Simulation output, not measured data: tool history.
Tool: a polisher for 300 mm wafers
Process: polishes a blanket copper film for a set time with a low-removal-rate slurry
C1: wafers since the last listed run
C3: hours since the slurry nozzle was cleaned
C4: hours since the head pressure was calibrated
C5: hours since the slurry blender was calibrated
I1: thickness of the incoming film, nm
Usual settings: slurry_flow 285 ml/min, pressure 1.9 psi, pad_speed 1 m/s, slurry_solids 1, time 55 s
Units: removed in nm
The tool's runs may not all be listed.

run 1 hour=0 | slurry_flow=285 pressure=1.9 pad_speed=1 slurry_solids=1 time=55 | C1=0 wafers_polished_on_this_pad=274 C3=212.9 C4=226.9 C5=67.3 | I1=750.6 | removed=90.7
run 2 hour=44 | slurry_flow=285 pressure=1.9 pad_speed=1 slurry_solids=1 time=55 | C1=308 wafers_polished_on_this_pad=582 C3=256.9 C4=270.9 C5=111.3 | I1=766.7 | removed=91.5
run 3 hour=108.9 | slurry_flow=285 pressure=1.9 pad_speed=1 slurry_solids=1 time=55 | C1=455 wafers_polished_on_this_pad=1038 C3=321.8 C4=335.8 C5=176.2 | I1=758.5 | removed=89
run 4 hour=165.3 | slurry_flow=350 pressure=1.9 pad_speed=1 slurry_solids=1 time=55 | C1=395 wafers_polished_on_this_pad=1434 C3=378.2 C4=392.2 C5=232.6 | I1=768.1 | removed=92.9
-- hour=182.6 slurry nozzle cleaned
run 5 hour=243.4 | slurry_flow=350 pressure=1.9 pad_speed=1 slurry_solids=1 time=55 | C1=541 wafers_polished_on_this_pad=1975 C3=60.8 C4=470.3 C5=310.7 | I1=753.2 | removed=93.1
-- hour=293.5 slurry blender recalibrated
-- hour=316.3 worn pad replaced by a new one
run 6 hour=332.1 | slurry_flow=350 pressure=1.9 pad_speed=1 slurry_solids=1 time=55 | C1=580 wafers_polished_on_this_pad=110 C3=149.5 C4=559 C5=38.6 | I1=770.2 | removed=91.7
run 7 hour=435.3 | slurry_flow=285 pressure=1.9 pad_speed=0.78 slurry_solids=1 time=55 | C1=724 wafers_polished_on_this_pad=835 C3=252.7 C4=662.2 C5=141.8 | I1=751.9 | removed=73.1
run 8 hour=479.1 | slurry_flow=285 pressure=1.9 pad_speed=0.78 slurry_solids=1 time=55 | C1=307 wafers_polished_on_this_pad=1142 C3=296.5 C4=706 C5=185.6 | I1=756.1 | removed=70.8
run 9 hour=515.2 | slurry_flow=285 pressure=1.9 pad_speed=0.78 slurry_solids=1 time=55 | C1=253 wafers_polished_on_this_pad=1396 C3=332.6 C4=742.1 C5=221.7 | I1=759.4 | removed=70.7
-- hour=557.2 slurry nozzle cleaned
run 10 hour=594.6 | slurry_flow=285 pressure=1.9 pad_speed=1 slurry_solids=1 time=55 | C1=550 wafers_polished_on_this_pad=1946 C3=37.4 C4=821.5 C5=301.1 | I1=765.3 | removed=90.1
-- hour=678.6 slurry blender recalibrated
run 11 hour=684.3 | slurry_flow=285 pressure=1.9 pad_speed=1 slurry_solids=1 time=55 | C1=615 wafers_polished_on_this_pad=2562 C3=127.1 C4=911.2 C5=5.7 | I1=754.2 | removed=90.3
-- hour=710 worn pad replaced by a new one
run 12 hour=724.4 | slurry_flow=285 pressure=1.9 pad_speed=1 slurry_solids=1 time=55 | C1=253 wafers_polished_on_this_pad=100 C3=167.2 C4=951.3 C5=45.8 | I1=749.4 | removed=88.6
run 13 hour=768.4 | slurry_flow=285 pressure=1.9 pad_speed=1.28 slurry_solids=1 time=55 | C1=308 wafers_polished_on_this_pad=409 C3=211.2 C4=995.3 C5=89.8 | I1=767.6 | removed=114.7
run 14 hour=818.9 | slurry_flow=350 pressure=2.3 pad_speed=0.74 slurry_solids=1.1 time=55 | C1=354 wafers_polished_on_this_pad=764 C3=261.7 C4=1045.8 C5=140.3 | I1=745 | removed=84.9
run 15 hour=918.9 | slurry_flow=285 pressure=1.9 pad_speed=1 slurry_solids=1 time=55 | C1=701 wafers_polished_on_this_pad=1466 C3=361.7 C4=1145.8 C5=240.3 | I1=757.1 | removed=89.7
-- hour=966.6 slurry nozzle cleaned
-- hour=970.8 head pressure recalibrated
run 16 hour=978.6 | slurry_flow=285 pressure=1.9 pad_speed=1 slurry_solids=1 time=55 | C1=398 wafers_polished_on_this_pad=1864 C3=12 C4=7.8 C5=300 | I1=770.5 | removed=90
-- hour=1022.3 slurry blender recalibrated
run 17 hour=1079.5 | slurry_flow=285 pressure=1.9 pad_speed=1 slurry_solids=1 time=55 | C1=694 wafers_polished_on_this_pad=2558 C3=112.9 C4=108.7 C5=57.2 | I1=758.5 | removed=88
-- hour=1097.7 worn pad replaced by a new one
run 18 hour=1176.2 | slurry_flow=285 pressure=1.9 pad_speed=0.9 slurry_solids=0.85 time=68 | C1=650 wafers_polished_on_this_pad=551 C3=209.6 C4=205.4 C5=153.9 | I1=760.3 | removed=99.3
run 19 hour=1228.1 | slurry_flow=220 pressure=2.4 pad_speed=1 slurry_solids=1 time=36 | C1=364 wafers_polished_on_this_pad=915 C3=261.5 C4=257.3 C5=205.8 | I1=742.4 | removed=73.7
-- hour=1286.3 slurry nozzle cleaned
run 20 hour=1307.5 | slurry_flow=320 pressure=1.9 pad_speed=1 slurry_solids=1 time=69 | C1=550 wafers_polished_on_this_pad=1465 C3=21.2 C4=336.7 C5=285.2 | I1=755.5 | removed=113.8
-- hour=1342.1 slurry blender recalibrated
run 21 hour=1345.8 | slurry_flow=285 pressure=1.9 pad_speed=1 slurry_solids=1 time=67 | C1=254 wafers_polished_on_this_pad=1720 C3=59.5 C4=375 C5=3.7 | I1=744 | removed=109.2
run 22 hour=1402.7 | slurry_flow=285 pressure=1.9 pad_speed=1 slurry_solids=1 time=55 | C1=399 wafers_polished_on_this_pad=2119 C3=116.4 C4=431.9 C5=60.6 | I1=766.1 | removed=91.1
-- hour=1419.7 worn pad replaced by a new one
run 23 hour=1506.5 | slurry_flow=285 pressure=1.3 pad_speed=1 slurry_solids=1.1 time=55 | C1=700 wafers_polished_on_this_pad=608 C3=220.2 C4=535.7 C5=164.4 | I1=760.3 | removed=63
run 24 hour=1608.1 | slurry_flow=285 pressure=1.9 pad_speed=1 slurry_solids=1 time=67 | C1=713 wafers_polished_on_this_pad=1322 C3=321.8 C4=637.3 C5=266 | I1=765.4 | removed=112.1
-- hour=1647.8 slurry nozzle cleaned
run 25 hour=1667.7 | slurry_flow=285 pressure=1.2 pad_speed=1 slurry_solids=0.75 time=68 | C1=411 wafers_polished_on_this_pad=1733 C3=19.9 C4=696.9 C5=325.6 | I1=748 | removed=67.2
-- hour=1732.5 worn pad replaced by a new one
-- hour=1746.1 slurry blender recalibrated
run 26 hour=1755.3 | slurry_flow=285 pressure=1.9 pad_speed=1 slurry_solids=1 time=55 | C1=572 wafers_polished_on_this_pad=145 C3=107.5 C4=784.5 C5=9.2 | I1=766.6 | removed=90
run 27 hour=1827.2 | slurry_flow=285 pressure=1.9 pad_speed=1.32 slurry_solids=0.85 time=49 | C1=504 wafers_polished_on_this_pad=650 C3=179.4 C4=856.4 C5=81.1 | I1=764.8 | removed=101.9

Forecast each of these 3 alternatives for the next run:
run A hour=1827.6 | slurry_flow=360 pressure=1.9 pad_speed=1 slurry_solids=1 time=55 | C1=2 wafers_polished_on_this_pad=653 C3=179.8 C4=856.8 C5=81.5 | I1=757.2 | removed=?
run B hour=1827.6 | slurry_flow=210 pressure=1.9 pad_speed=1 slurry_solids=1 time=55 | C1=2 wafers_polished_on_this_pad=653 C3=179.8 C4=856.8 C5=81.5 | I1=757.2 | removed=?
run C hour=1827.6 | slurry_flow=285 pressure=1.9 pad_speed=1 slurry_solids=1.1 time=42 | C1=2 wafers_polished_on_this_pad=653 C3=179.8 C4=856.8 C5=81.5 | I1=757.2 | removed=?

run=A removed=91.4
run=B removed=87.1
run=C removed=69.7
Without the tool's hidden state the same runs would have given:
run=A removed=91.4
run=B removed=87.1
run=C removed=69.7
